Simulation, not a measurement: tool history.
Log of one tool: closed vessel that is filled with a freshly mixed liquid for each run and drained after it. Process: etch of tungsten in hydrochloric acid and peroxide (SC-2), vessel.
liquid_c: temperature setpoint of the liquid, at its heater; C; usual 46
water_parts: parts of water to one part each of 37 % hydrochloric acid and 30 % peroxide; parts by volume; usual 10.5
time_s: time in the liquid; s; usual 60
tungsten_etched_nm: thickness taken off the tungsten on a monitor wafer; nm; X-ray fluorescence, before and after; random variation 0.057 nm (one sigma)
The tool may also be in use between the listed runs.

run	day	liquid_c	water_parts	time_s	read-back film thickness of the tungsten reference wafer, read on the same gauge (nm)	tungsten_etched_nm
1	0	46	9	60	140.03	9.04
2	0.388	41	10.5	60	140	5.56
3	1.025	41	10.5	60	139.99	5.65
4	1.454	41	10.5	60	139.99	5.66
# day 1.646: chemicals flow meter replaced
5	1.908	46	10.5	60	139.98	7.98
6	2.629	46	10.5	60	140	7.93
7	2.929	46	10.5	60	140.01	8.02
8	3.521	46	15	60	140.03	5.86
9	3.862	46	10.5	35	140.04	4.67
10	4.308	37	14.5	85	139.96	4.65
11	4.817	39.5	6	60	140.02	7.99
12	5.362	46	14	60	140.01	6.34
13	5.917	46	12	60	140.02	7.27
# day 6.238: gauge calibrated
14	6.621	46	10.5	60	140.04	8.04
15	7.121	46	6	90	140	19.04
16	7.383	53	13	90	139.99	15.91
# day 7.692: thermometer replaced
17	7.988	51	15.5	60	140	6.88
18	8.317	49.5	12	60	140.01	7.77
19	8.883	46	15	95	139.99	8
20	9.462	55	6.5	90	140.03	27.15

Forecast run 21:
21	9.762	46	10.5	60	?	?

{"run 21": {"read-back film thickness of the tungsten reference wafer, read on the same gauge (nm)": 139.99, "tungsten_etched_nm": 6.83}}
Without the tool's hidden state the same run would have given tungsten_etched_nm 6.71 nm.
